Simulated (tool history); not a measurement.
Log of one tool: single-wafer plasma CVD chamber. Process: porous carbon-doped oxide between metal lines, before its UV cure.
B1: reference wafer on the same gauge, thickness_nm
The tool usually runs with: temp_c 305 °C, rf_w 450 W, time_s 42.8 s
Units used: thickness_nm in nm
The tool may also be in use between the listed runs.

run 1 hour=0 | temp_c=315 rf_w=450 time_s=42.8 | B1=267.185 | thickness_nm=211.193
run 2 hour=41.6 | temp_c=315 rf_w=450 time_s=42.8 | B1=267.388 | thickness_nm=209.846
run 3 hour=88.1 | temp_c=315 rf_w=450 time_s=42.8 | B1=266.462 | thickness_nm=209.475
run 4 hour=411.4 | temp_c=305 rf_w=410 time_s=46.9 | B1=266.624 | thickness_nm=225.285
run 5 hour=454.1 | temp_c=305 rf_w=410 time_s=46.9 | B1=267.054 | thickness_nm=221.104
run 6 hour=556.9 | temp_c=305 rf_w=410 time_s=46.9 | B1=267.045 | thickness_nm=223.598
run 7 hour=663.8 | temp_c=305 rf_w=475 time_s=42.8 | B1=266.748 | thickness_nm=235.92
run 8 hour=742.7 | temp_c=305 rf_w=450 time_s=36.7 | B1=267.55 | thickness_nm=193.122
run 9 hour=816.7 | temp_c=305 rf_w=475 time_s=48.3 | B1=266.211 | thickness_nm=265.708
run 10 hour=858 | temp_c=305 rf_w=450 time_s=42.8 | B1=266.928 | thickness_nm=224.4
run 11 hour=894.5 | temp_c=305 rf_w=390 time_s=42.8 | B1=267.05 | thickness_nm=193.272
run 12 hour=986.9 | temp_c=305 rf_w=450 time_s=42.8 | B1=267.39 | thickness_nm=226.262
run 13 hour=1069.9 | temp_c=305 rf_w=520 time_s=42.8 | B1=267.287 | thickness_nm=255.534
run 14 hour=1151.3 | temp_c=305 rf_w=450 time_s=50.9 | B1=266.035 | thickness_nm=263.329
run 15 hour=1253.1 | temp_c=305 rf_w=450 time_s=42.8 | B1=267.437 | thickness_nm=223.515

Not shown: 4 entries that the log had between the listed runs. Between which runs, and how does the tool's hidden state differ before and after?
After run 6, before run 7: showerhead replaced (hour 596.3); RF generator calibrated (hour 627.3)
  no difference in the tool's unlogged condition between these two runs
After run 7, before run 8: gauge calibrated (hour 703.8); thermocouple changed; heater temperature recalibrated (hour 725.6)
  no difference in the tool's unlogged condition between these two runs
